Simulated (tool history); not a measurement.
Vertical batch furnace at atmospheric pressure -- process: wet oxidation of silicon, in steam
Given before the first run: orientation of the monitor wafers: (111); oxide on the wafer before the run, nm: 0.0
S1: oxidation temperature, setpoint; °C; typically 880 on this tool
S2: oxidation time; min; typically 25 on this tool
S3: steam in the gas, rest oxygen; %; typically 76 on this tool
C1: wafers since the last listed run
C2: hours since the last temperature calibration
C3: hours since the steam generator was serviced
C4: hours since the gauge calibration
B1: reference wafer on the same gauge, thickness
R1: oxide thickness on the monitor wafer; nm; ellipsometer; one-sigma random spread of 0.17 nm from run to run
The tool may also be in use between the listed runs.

run   hour   S1    S2  S3   C1      C2      C3     C4     B1      R1
  1      0  880    25  76    0    1530  2811.9  234.9  70.71   64.19
  2   13.4  880  20.5  84  119  1543.4  2825.3  248.3  70.69    58.4
  3     33  880  20.5  84  174    1563  2844.9  267.9  70.68   58.33
  4   44.9  880  16.5  76  106  1574.9  2856.8  279.8  70.66   43.31
  5   62.2  880  16.5  76  154  1592.2  2874.1  297.1  70.74   43.16
  6   73.1  880  16.5  76   97  1603.1    2885    308  70.72   43.51
  7   83.9  880    25  76   96  1613.9  2895.8  318.8  70.67   64.09
  8  106.4  880    25  76  200  1636.4  2918.3  341.3  70.73   63.95
  9  115.5  880    25  76   81  1645.5  2927.4  350.4  70.74    64.2
 10  127.3  880    25  76  105  1657.3  2939.2  362.2  70.69   64.15
 11  141.1  880    25  76  123  1671.1    2953    376  70.68      64
 12  155.8  880    25  76  131  1685.8  2967.7  390.7  70.68   64.42
 13  163.5  880    25  76   68  1693.5  2975.4  398.4   70.7   64.17
 14  182.4  880    25  76  168  1712.4  2994.3  417.3  70.74   64.07
 15    200  880    25  76  156    1730  3011.9  434.9  70.67   63.77
 16    213  864    18  76  115    1743  3024.9  447.9  70.63   35.96
     216.1  -- gauge calibrated
 17  224.9  864    18  76  106  1754.9  3036.8    8.8  70.72      36
     256.8  -- thermocouples replaced and temperature profile calibrated
 18  257.3  864    18  76   74     0.5  3069.2   41.2  70.79   33.34
 19    262  880    25  76   41     5.2  3073.9   45.9  70.72   59.44
 20  266.7  880  29.5  76   41     9.9  3078.6   50.6  70.76   69.77
     302.3  -- steam generator serviced
 21  302.8  892  36.5  81  107      46     0.5   86.7  70.72  116.14
 22  307.5  880  30.5  76   41    50.7     5.2   91.4   70.7   78.36
 23  315.1  871    25  76   67    58.3    12.8     99   70.7   56.03
 24  333.4  880    25  76  163    76.6    31.1  117.3   70.8   65.04
 25    352  868  17.5  82  165    95.2    49.7  135.9  70.75    40.9
 26    364  880    25  64  107   107.2    61.7  147.9  70.79   55.29
 27  371.3  880    25  76   65   114.5      69  155.2  70.77   65.29
 28    383  891  19.5  80  104   126.2    80.7  166.9  70.72   64.25
 29  390.9  880    25  76   70   134.1    88.6  174.8  70.74   65.11
 30  404.2  880  14.5  76  118   147.4   101.9  188.1  70.65   38.84
 31  421.9  899    25  79  157   165.1   119.6  205.8  70.77   89.93
 32  428.7  880    25  76   60   171.9   126.4  212.6  70.75   65.51
 33  441.5  880    25  76  114   184.7   139.2  225.4  70.74    65.4
 34  449.7  897    21  83   73   192.9   147.4  233.6  70.61    77.8
 35  468.9  880    25  76  171   212.1   166.6  252.8  70.67   65.17
 36  484.8  880    25  76  141     228   182.5  268.7  70.75   65.08

Estimate the outcome of run 37 from the log above:
 37  497.9  860  21.5  71  116  241.1  195.6  281.8   ?   ?

{"run 37": {"B1": 70.65, "R1": 37.85}}
Take away the tool's hidden state, keep the run-to-run variation as it was, and the same run would have given R1 37.37 nm.
